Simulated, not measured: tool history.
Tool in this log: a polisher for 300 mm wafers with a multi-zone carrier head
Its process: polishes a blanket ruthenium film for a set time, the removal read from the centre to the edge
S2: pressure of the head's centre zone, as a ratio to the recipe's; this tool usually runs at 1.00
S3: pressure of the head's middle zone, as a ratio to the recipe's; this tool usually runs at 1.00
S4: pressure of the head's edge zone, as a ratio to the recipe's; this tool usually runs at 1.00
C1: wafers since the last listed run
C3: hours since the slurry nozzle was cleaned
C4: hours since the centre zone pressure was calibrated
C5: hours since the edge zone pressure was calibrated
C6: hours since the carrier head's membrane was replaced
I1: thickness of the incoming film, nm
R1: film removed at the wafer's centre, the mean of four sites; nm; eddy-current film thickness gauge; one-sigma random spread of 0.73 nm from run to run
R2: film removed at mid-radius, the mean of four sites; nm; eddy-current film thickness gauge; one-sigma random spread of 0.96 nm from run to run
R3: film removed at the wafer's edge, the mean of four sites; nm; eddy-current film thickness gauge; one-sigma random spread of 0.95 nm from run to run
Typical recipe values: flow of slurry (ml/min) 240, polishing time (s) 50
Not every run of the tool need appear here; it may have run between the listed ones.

Run 1, day 0.000: usual settings; C1 0; wafers polished on this pad 221; C3 479.9; C4 872.2; C5 669.5; C6 1901.7; I1 506.6. Result: R1 76.9 nm, R2 77.9 nm, R3 77.6 nm.
Run 2, day 0.675: usual settings but polishing time (s) 43; C1 131; wafers polished on this pad 352; C3 496.1; C4 888.4; C5 685.7; C6 1917.9; I1 498.1. Result: R1 65.4 nm, R2 67.8 nm, R3 65.5 nm.
Run 3, day 2.071: usual settings but polishing time (s) 59; C1 272; wafers polished on this pad 625; C3 529.6; C4 921.9; C5 719.2; C6 1951.4; I1 497.7. Result: R1 87.1 nm, R2 88.0 nm, R3 86.4 nm.
At day 2.642: worn pad replaced by a new one.
Run 4, day 2.662: usual settings but polishing time (s) 59; C1 82; wafers polished on this pad 4; C3 543.8; C4 936.1; C5 733.4; C6 1965.6; I1 492.4. Result: R1 93.6 nm, R2 95.5 nm, R3 95.8 nm.
Run 5, day 3.729: usual settings but polishing time (s) 59; C1 208; wafers polished on this pad 212; C3 569.4; C4 961.7; C5 759.0; C6 1991.2; I1 495.2. Result: R1 91.4 nm, R2 96.4 nm, R3 91.9 nm.
Run 6, day 5.188: usual settings but S3 0.92, S4 0.91; C1 284; wafers polished on this pad 497; C3 604.4; C4 996.7; C5 794.0; C6 2026.2; I1 499.1. Result: R1 74.9 nm, R2 71.4 nm, R3 72.8 nm.
At day 5.283: centre zone pressure recalibrated.
At day 5.304: slurry nozzle cleaned.
At day 5.742: worn pad replaced by a new one.
Run 7, day 6.312: usual settings but S3 0.92, S4 0.91; C1 166; wafers polished on this pad 111; C3 24.2; C4 24.7; C5 821.0; C6 2053.2; I1 502.2. Result: R1 77.7 nm, R2 74.6 nm, R3 74.1 nm.
At day 6.650: carrier head's membrane replaced by a new one, of another model than before.
Run 8, day 7.721: usual settings but S3 0.92, S4 0.91; C1 234; wafers polished on this pad 345; C3 58.0; C4 58.5; C5 854.8; C6 25.7; I1 498.1. Result: R1 76.1 nm, R2 69.4 nm, R3 70.5 nm.
Run 9, day 8.717: usual settings; C1 194; wafers polished on this pad 539; C3 81.9; C4 82.4; C5 878.7; C6 49.6; I1 502.6. Result: R1 72.0 nm, R2 75.5 nm, R3 74.2 nm.
At day 9.538: worn pad replaced by a new one.
Run 10, day 9.967: usual settings but S2 0.92, S4 0.94, polishing time (s) 56; C1 211; wafers polished on this pad 84; C3 111.9; C4 112.4; C5 908.7; C6 79.6; I1 497.9. Result: R1 78.0 nm, R2 92.4 nm, R3 84.8 nm.
Run 11, day 10.883: usual settings but flow of slurry (ml/min) 315, polishing time (s) 61; C1 178; wafers polished on this pad 263; C3 133.9; C4 134.4; C5 930.7; C6 101.6; I1 507.6. Result: R1 97.6 nm, R2 99.0 nm, R3 95.3 nm.
Run 12, day 11.767: usual settings; C1 172; wafers polished on this pad 435; C3 155.1; C4 155.6; C5 951.9; C6 122.8; I1 499.5. Result: R1 74.5 nm, R2 77.2 nm, R3 76.2 nm.
Run 13, day 12.412: usual settings but S2 1.09, polishing time (s) 59; C1 126; wafers polished on this pad 561; C3 170.6; C4 171.1; C5 967.4; C6 138.3; I1 502.6. Result: R1 99.1 nm, R2 91.1 nm, R3 90.2 nm.
At day 12.738: edge zone pressure recalibrated.
At day 12.746: worn pad replaced by a new one.
Run 14, day 13.279: usual settings but flow of slurry (ml/min) 310, S3 1.08, S4 0.93; C1 151; wafers polished on this pad 104; C3 191.4; C4 191.9; C5 13.0; C6 159.1; I1 498.1. Result: R1 79.7 nm, R2 88.9 nm, R3 76.3 nm.
Run 15, day 14.258: usual settings; C1 191; wafers polished on this pad 295; C3 214.9; C4 215.4; C5 36.5; C6 182.6; I1 503.2. Result: R1 77.2 nm, R2 79.4 nm, R3 78.5 nm.
Run 16, day 15.096: usual settings but S4 1.10; C1 163; wafers polished on this pad 458; C3 235.0; C4 235.5; C5 56.6; C6 202.7; I1 507.4. Result: R1 75.1 nm, R2 77.7 nm, R3 83.4 nm.
At day 15.625: worn pad replaced by a new one.
Run 17, day 16.308: usual settings but polishing time (s) 43; C1 204; wafers polished on this pad 133; C3 264.1; C4 264.6; C5 85.7; C6 231.8; I1 491.7. Result: R1 68.1 nm, R2 71.0 nm, R3 68.0 nm.
Run 18, day 16.925: usual settings but S3 1.06, S4 0.94; C1 120; wafers polished on this pad 253; C3 278.9; C4 279.4; C5 100.5; C6 246.6; I1 492.0. Result: R1 77.6 nm, R2 87.5 nm, R3 74.2 nm.

Branching from run 18: 4 alternative next runs. What would each branch give?
Run A, day 16.942: usual settings but flow of slurry (ml/min) 200; C1 3; wafers polished on this pad 256; C3 279.3; C4 279.8; C5 100.9; C6 247.0; I1 491.6. Result: R1 ?, R2 ?, R3 ?.
Run B, day 16.942: usual settings but flow of slurry (ml/min) 200, polishing time (s) 43; C1 3; wafers polished on this pad 256; C3 279.3; C4 279.8; C5 100.9; C6 247.0; I1 491.6. Result: R1 ?, R2 ?, R3 ?.
Run C, day 16.942: usual settings but flow of slurry (ml/min) 305, S3 1.10, polishing time (s) 38; C1 3; wafers polished on this pad 256; C3 279.3; C4 279.8; C5 100.9; C6 247.0; I1 491.6. Result: R1 ?, R2 ?, R3 ?.
Run D, day 16.942: usual settings but flow of slurry (ml/min) 320, S4 0.93, polishing time (s) 44; C1 3; wafers polished on this pad 256; C3 279.3; C4 279.8; C5 100.9; C6 247.0; I1 491.6. Result: R1 ?, R2 ?, R3 ?.

run    R1    R2    R3
  A  76.1  79.1  78.6
  B  65.5  68.0  67.6
  C  59.9  69.3  61.0
  D  69.5  72.0  67.0
Without the tool's hidden state the same runs would have given:
run    R1    R2    R3
  A  78.6  81.7  81.2
  B  67.6  70.3  69.8
  C  61.8  71.6  63.0
  D  71.8  74.3  69.2
